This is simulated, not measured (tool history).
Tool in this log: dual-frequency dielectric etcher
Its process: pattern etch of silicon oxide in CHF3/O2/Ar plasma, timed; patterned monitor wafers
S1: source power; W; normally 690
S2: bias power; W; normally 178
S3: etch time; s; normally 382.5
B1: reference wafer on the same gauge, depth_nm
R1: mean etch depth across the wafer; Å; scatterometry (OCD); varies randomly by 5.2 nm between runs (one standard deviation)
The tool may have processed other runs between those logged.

| run | day | S1 | S2 | S3 | B1 | R1 |
|---|---|---|---|---|---|---|
| 1 | 0 | 690 | 178 | 382.5 | 898.3 | 8150 |
| 2 | 1.571 | 690 | 178 | 382.5 | 899.8 | 8156 |
| 3 | 5.062 | 760 | 178 | 382.5 | 897.3 | 8612 |
| 4 | 8.558 | 760 | 178 | 382.5 | 898.2 | 8654 |
| 5 | 10.85 | 690 | 178 | 382.5 | 897.3 | 8200 |
| 6 | 14.058 | 690 | 178 | 382.5 | 898.7 | 8284 |
| 7 | 16.492 | 690 | 178 | 382.5 | 898.7 | 8374 |
|  | 19.696 | wet clean of the chamber |
| 8 | 19.717 | 690 | 178 | 382.5 | 899.6 | 7506 |
| 9 | 23.171 | 690 | 178 | 473.5 | 897.8 | 9147 |
| 10 | 26.188 | 690 | 178 | 382.5 | 896.8 | 7501 |
| 11 | 28.988 | 520 | 149 | 471 | 898.3 | 7622 |
|  | 30.558 | wet clean of the chamber, repeated, since the last time left the tool worse |
|  | 31.129 | source power generator calibrated |
| 12 | 32.338 | 690 | 178 | 382.5 | 897.3 | 8051 |
|  | 36.342 | upper electrode replaced |
| 13 | 36.467 | 630 | 154 | 485 | 895.8 | 9343 |
|  | 37.429 | bias power generator calibrated |
|  | 38.15 | gauge calibrated |
| 14 | 46.046 | 690 | 178 | 479.5 | 898.5 | 10244 |
| 15 | 48.754 | 740 | 136 | 466.5 | 897.9 | 9649 |
| 16 | 53.067 | 570 | 135 | 486.5 | 898.7 | 8835 |
| 17 | 57.108 | 690 | 217 | 382.5 | 896.9 | 8924 |

List, for all runs, the conditions of the tool that the log does not record:
source power that arrives over what is set, %: 0 on each run
bias power that arrives over what is set, %: 0 on each run
gauge reads high (%): 0 on each run
H1: etch rate over this chamber's usual, %
| run | H1 |
|---|---|
| 1 | 1.46 |
| 2 | 1.67 |
| 3 | 2.14 |
| 4 | 2.61 |
| 5 | 2.91 |
| 6 | 3.34 |
| 7 | 3.67 |
| 8 | -6.91 |
| 9 | -6.45 |
| 10 | -6.05 |
| 11 | -5.67 |
| 12 | 0.883 |
| 13 | 1.44 |
| 14 | 2.72 |
| 15 | 3.08 |
| 16 | 3.66 |
| 17 | 4.2 |

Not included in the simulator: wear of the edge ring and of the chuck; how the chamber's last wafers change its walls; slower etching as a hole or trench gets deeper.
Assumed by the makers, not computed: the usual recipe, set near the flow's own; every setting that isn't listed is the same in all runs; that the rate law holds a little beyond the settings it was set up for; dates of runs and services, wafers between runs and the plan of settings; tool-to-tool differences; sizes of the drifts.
